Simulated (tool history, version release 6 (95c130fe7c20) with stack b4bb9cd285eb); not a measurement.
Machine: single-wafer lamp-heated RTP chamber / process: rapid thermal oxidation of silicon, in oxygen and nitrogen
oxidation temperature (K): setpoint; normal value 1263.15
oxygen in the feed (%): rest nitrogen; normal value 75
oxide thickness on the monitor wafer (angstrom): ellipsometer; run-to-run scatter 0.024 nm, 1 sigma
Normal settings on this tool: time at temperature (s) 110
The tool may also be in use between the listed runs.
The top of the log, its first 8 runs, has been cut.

run	hour	oxidation temperature (K)	time at temperature (s)	oxygen in the feed (%)	wafers since the last listed run	wafers since the last pyrometer calibration	hours since the oxygen flow controller was replaced	hours since the gauge calibration	read-back reference wafer on the same gauge, thickness	oxide thickness on the monitor wafer (angstrom)
9	196	1274.15	110	75	125	4675	5819.9	901.5	7.112	65.25
# hour 218.9: pyrometer window cleaned and pyrometer calibrated
10	228.6	1263.15	110	75	245	96	5852.5	934.1	7.107	60.25
11	252.8	1263.15	82	75	241	337	5876.7	958.3	7.112	52.97
12	279.9	1263.15	82	75	270	608	5903.8	985.4	7.105	52.68
# hour 281.7: gauge calibrated
13	313.5	1263.15	82	75	335	943	5937.4	31.8	7.115	53.15
14	337.7	1263.15	110	75	241	1185	5961.6	56	7.116	60.67
15	356.4	1263.15	110	75	186	1371	5980.3	74.7	7.107	60.23
16	375.1	1263.15	110	75	186	1558	5999	93.4	7.112	60.2
17	403.5	1263.15	110	75	283	1841	6027.4	121.8	7.106	60.81
18	424	1263.15	110	75	204	2046	6047.9	142.3	7.102	60.15
19	484.5	1263.15	110	75	603	2650	6108.4	202.8	7.108	60.38
# hour 492.8: oxygen flow controller replaced
20	510.3	1238.15	139	98	177	2827	17.5	228.6	7.104	60.96
21	525.1	1249.15	110	64	147	2975	32.3	243.4	7.11	51.72
22	558	1247.15	94	75	328	3303	65.2	276.3	7.11	49.8
23	579.6	1263.15	110	56	215	3519	86.8	297.9	7.114	54.15
24	614.6	1263.15	110	98	349	3868	121.8	332.9	7.104	66.76
25	639.7	1279.15	58	85	250	4119	146.9	358	7.118	53.27
26	655.5	1263.15	110	75	157	4276	162.7	373.8	7.108	60.56
27	680.2	1290.15	110	75	246	4523	187.4	398.5	7.112	74.26

The next listed run, before its measurement:
28	696.8	1263.15	159	88	165	4688	204	415.1	?	?

read-back reference wafer on the same gauge, thickness: 7.108
oxide thickness on the monitor wafer (angstrom): 75.69
If the tool had no hidden condition, the same run with the same run-to-run variation would have returned oxide thickness on the monitor wafer (angstrom) 75.69.

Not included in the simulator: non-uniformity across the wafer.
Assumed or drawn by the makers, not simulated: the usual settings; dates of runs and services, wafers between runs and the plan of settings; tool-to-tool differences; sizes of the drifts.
